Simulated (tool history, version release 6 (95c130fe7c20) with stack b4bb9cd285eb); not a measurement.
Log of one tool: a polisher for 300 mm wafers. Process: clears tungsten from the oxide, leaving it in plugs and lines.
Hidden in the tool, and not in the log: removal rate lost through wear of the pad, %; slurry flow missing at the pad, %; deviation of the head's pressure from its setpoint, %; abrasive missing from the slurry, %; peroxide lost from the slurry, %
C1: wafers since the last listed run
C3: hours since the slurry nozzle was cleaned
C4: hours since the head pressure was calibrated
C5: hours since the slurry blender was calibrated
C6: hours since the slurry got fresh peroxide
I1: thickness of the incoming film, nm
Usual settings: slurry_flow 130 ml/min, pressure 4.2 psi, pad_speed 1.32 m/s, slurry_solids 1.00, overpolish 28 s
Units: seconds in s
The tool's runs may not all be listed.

run 1 day=0.000 | slurry_flow=130 pressure=4.2 pad_speed=1.50 slurry_solids=1.00 overpolish=28 | C1=0 wafers_polished_on_this_pad=427 C3=517.2 C4=371.2 C5=247.8 C6=39.6 | I1=300.7 | seconds=37.6
run 2 day=0.696 | slurry_flow=130 pressure=4.2 pad_speed=1.32 slurry_solids=1.00 overpolish=28 | C1=133 wafers_polished_on_this_pad=560 C3=533.9 C4=387.9 C5=264.5 C6=56.3 | I1=299.7 | seconds=42.4
-- day=1.500 slurry blender recalibrated
run 3 day=1.521 | slurry_flow=130 pressure=4.2 pad_speed=1.32 slurry_solids=1.10 overpolish=28 | C1=142 wafers_polished_on_this_pad=702 C3=553.7 C4=407.7 C5=0.5 C6=76.1 | I1=298.0 | seconds=40.5
run 4 day=2.121 | slurry_flow=130 pressure=4.2 pad_speed=1.32 slurry_solids=1.10 overpolish=28 | C1=114 wafers_polished_on_this_pad=817 C3=568.1 C4=422.1 C5=14.9 C6=90.5 | I1=300.6 | seconds=41.3
run 5 day=2.762 | slurry_flow=130 pressure=4.2 pad_speed=1.32 slurry_solids=1.10 overpolish=28 | C1=122 wafers_polished_on_this_pad=940 C3=583.5 C4=437.5 C5=30.3 C6=105.9 | I1=298.2 | seconds=41.4
run 6 day=3.712 | slurry_flow=130 pressure=4.2 pad_speed=1.32 slurry_solids=1.00 overpolish=28 | C1=181 wafers_polished_on_this_pad=1122 C3=606.3 C4=460.3 C5=53.1 C6=128.7 | I1=301.6 | seconds=43.2
-- day=3.904 slurry tank refilled with fresh slurry and peroxide
run 7 day=4.317 | slurry_flow=130 pressure=4.2 pad_speed=1.32 slurry_solids=1.00 overpolish=28 | C1=107 wafers_polished_on_this_pad=1229 C3=620.8 C4=474.8 C5=67.6 C6=9.9 | I1=301.7 | seconds=43.3
-- day=4.925 worn pad replaced by a new one
run 8 day=4.992 | slurry_flow=130 pressure=4.2 pad_speed=1.32 slurry_solids=1.00 overpolish=28 | C1=97 wafers_polished_on_this_pad=12 C3=637.0 C4=491.0 C5=83.8 C6=26.1 | I1=298.5 | seconds=39.8
-- day=5.225 slurry nozzle cleaned
run 9 day=5.612 | slurry_flow=130 pressure=3.8 pad_speed=1.32 slurry_solids=1.00 overpolish=28 | C1=110 wafers_polished_on_this_pad=123 C3=9.3 C4=505.9 C5=98.7 C6=41.0 | I1=302.5 | seconds=45.3
run 10 day=6.612 | slurry_flow=130 pressure=4.9 pad_speed=1.32 slurry_solids=0.75 overpolish=44 | C1=191 wafers_polished_on_this_pad=315 C3=33.3 C4=529.9 C5=122.7 C6=65.0 | I1=306.0 | seconds=41.4
run 11 day=7.779 | slurry_flow=130 pressure=4.2 pad_speed=1.32 slurry_solids=1.00 overpolish=28 | C1=223 wafers_polished_on_this_pad=538 C3=61.3 C4=557.9 C5=150.7 C6=93.0 | I1=300.8 | seconds=42.3
run 12 day=8.704 | slurry_flow=130 pressure=4.2 pad_speed=1.32 slurry_solids=1.00 overpolish=34 | C1=177 wafers_polished_on_this_pad=715 C3=83.5 C4=580.1 C5=172.9 C6=115.2 | I1=303.7 | seconds=43.5
run 13 day=9.729 | slurry_flow=130 pressure=4.2 pad_speed=0.92 slurry_solids=1.00 overpolish=28 | C1=196 wafers_polished_on_this_pad=912 C3=108.1 C4=604.7 C5=197.5 C6=139.8 | I1=301.6 | seconds=60.3
run 14 day=10.358 | slurry_flow=115 pressure=5.2 pad_speed=1.32 slurry_solids=0.70 overpolish=21 | C1=120 wafers_polished_on_this_pad=1032 C3=123.2 C4=619.8 C5=212.6 C6=154.9 | I1=299.0 | seconds=41.6
-- day=11.075 worn pad replaced by a new one
-- day=11.079 slurry tank refilled with fresh slurry and peroxide
run 15 day=11.171 | slurry_flow=150 pressure=4.2 pad_speed=1.32 slurry_solids=1.20 overpolish=28 | C1=123 wafers_polished_on_this_pad=17 C3=142.7 C4=639.3 C5=232.1 C6=2.2 | I1=303.1 | seconds=37.5
run 16 day=12.442 | slurry_flow=110 pressure=4.2 pad_speed=1.32 slurry_solids=1.00 overpolish=28 | C1=243 wafers_polished_on_this_pad=261 C3=173.2 C4=669.8 C5=262.6 C6=32.7 | I1=300.3 | seconds=43.0
run 17 day=13.675 | slurry_flow=100 pressure=4.2 pad_speed=1.76 slurry_solids=1.25 overpolish=15 | C1=236 wafers_polished_on_this_pad=497 C3=202.8 C4=699.4 C5=292.2 C6=62.3 | I1=298.0 | seconds=31.0
run 18 day=14.858 | slurry_flow=130 pressure=5.1 pad_speed=1.32 slurry_solids=1.00 overpolish=28 | C1=226 wafers_polished_on_this_pad=723 C3=231.2 C4=727.8 C5=320.6 C6=90.7 | I1=294.9 | seconds=34.9
run 19 day=15.496 | slurry_flow=95 pressure=5.7 pad_speed=1.32 slurry_solids=1.00 overpolish=28 | C1=122 wafers_polished_on_this_pad=846 C3=246.5 C4=743.1 C5=335.9 C6=106.0 | I1=299.7 | seconds=34.0
-- day=15.900 slurry blender recalibrated
-- day=16.733 head pressure recalibrated
run 20 day=16.925 | slurry_flow=130 pressure=4.2 pad_speed=0.90 slurry_solids=1.00 overpolish=28 | C1=241 wafers_polished_on_this_pad=1087 C3=280.8 C4=4.6 C5=24.6 C6=140.3 | I1=300.1 | seconds=62.6

The next listed run, before its measurement:
-- day=17.962 worn pad replaced by a new one
-- day=18.267 slurry tank refilled with fresh slurry and peroxide
run 21 day=18.829 | slurry_flow=130 pressure=4.2 pad_speed=1.32 slurry_solids=1.00 overpolish=28 | C1=324 wafers_polished_on_this_pad=158 C3=326.5 C4=50.3 C5=70.3 C6=13.5 | I1=300.2 | seconds=?

seconds: 41.6 s
Without the tool's hidden state the same run would have given seconds 40.1 s.
